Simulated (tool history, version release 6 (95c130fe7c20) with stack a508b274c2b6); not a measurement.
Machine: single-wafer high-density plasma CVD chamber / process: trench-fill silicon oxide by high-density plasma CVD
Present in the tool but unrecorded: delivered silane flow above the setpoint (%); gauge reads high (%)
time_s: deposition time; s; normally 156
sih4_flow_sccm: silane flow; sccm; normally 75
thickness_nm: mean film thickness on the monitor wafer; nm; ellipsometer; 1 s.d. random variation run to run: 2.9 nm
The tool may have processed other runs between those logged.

| run | hour | time_s | sih4_flow_sccm | wafers since the last listed run | hours since the silane flow controller was replaced | hours since the gauge calibration | read-back reference wafer on the same gauge, thickness_nm | thickness_nm |
|---|---|---|---|---|---|---|---|---|
| 1 | 0.0 | 137 | 85 | 0 | 1341.5 | 1041.5 | 1260.076 | 1143.070 |
| 2 | 218.3 | 137 | 85 | 2667 | 1559.8 | 1259.8 | 1260.514 | 1137.131 |
| 3 | 318.8 | 156 | 75 | 1227 | 1660.3 | 1360.3 | 1260.123 | 1168.759 |
| 4 | 615.9 | 156 | 75 | 3629 | 1957.4 | 1657.4 | 1259.792 | 1163.059 |
|  | 625.5 | silane flow controller replaced |
| 5 | 688.4 | 156 | 75 | 788 | 62.9 | 1729.9 | 1260.698 | 1181.838 |
| 6 | 748.4 | 156 | 75 | 733 | 122.9 | 1789.9 | 1258.814 | 1182.753 |
| 7 | 797.0 | 156 | 82 | 593 | 171.5 | 1838.5 | 1259.941 | 1267.818 |
| 8 | 899.8 | 156 | 82 | 1255 | 274.3 | 1941.3 | 1260.093 | 1264.247 |
| 9 | 998.7 | 156 | 82 | 1208 | 373.2 | 2040.2 | 1259.648 | 1270.390 |
|  | 1253.4 | gauge calibrated |
| 10 | 1293.1 | 180 | 82 | 3596 | 667.6 | 39.7 | 1259.527 | 1456.708 |
| 11 | 1364.1 | 128 | 88 | 867 | 738.6 | 110.7 | 1260.431 | 1101.665 |
| 12 | 1471.3 | 143 | 75 | 1309 | 845.8 | 217.9 | 1260.068 | 1076.483 |
| 13 | 1576.2 | 168 | 82 | 1281 | 950.7 | 322.8 | 1260.095 | 1361.411 |
| 14 | 1642.5 | 147 | 84 | 810 | 1017.0 | 389.1 | 1259.807 | 1214.270 |
| 15 | 1684.1 | 133 | 64 | 508 | 1058.6 | 430.7 | 1260.032 | 881.767 |
| 16 | 1752.8 | 129 | 75 | 839 | 1127.3 | 499.4 | 1260.479 | 966.489 |
| 17 | 1797.0 | 137 | 85 | 540 | 1171.5 | 543.6 | 1260.737 | 1141.632 |
| 18 | 1886.1 | 156 | 75 | 1088 | 1260.6 | 632.7 | 1259.075 | 1169.819 |
| 19 | 1933.4 | 169 | 70 | 577 | 1307.9 | 680.0 | 1259.539 | 1205.951 |
| 20 | 2015.3 | 147 | 71 | 1000 | 1389.8 | 761.9 | 1259.736 | 1059.392 |

Run-by-run hidden state of the tool:
gauge reads high (%): 0 on each run
H1: delivered silane flow above the setpoint (%)
| run | H1 |
|---|---|
| 1 | -1.16 |
| 2 | -1.56 |
| 3 | -1.77 |
| 4 | -2.45 |
| 5 | -0.508 |
| 6 | -0.515 |
| 7 | -0.524 |
| 8 | -0.553 |
| 9 | -0.594 |
| 10 | -0.788 |
| 11 | -0.851 |
| 12 | -0.959 |
| 13 | -1.08 |
| 14 | -1.16 |
| 15 | -1.22 |
| 16 | -1.31 |
| 17 | -1.37 |
| 18 | -1.51 |
| 19 | -1.59 |
| 20 | -1.73 |
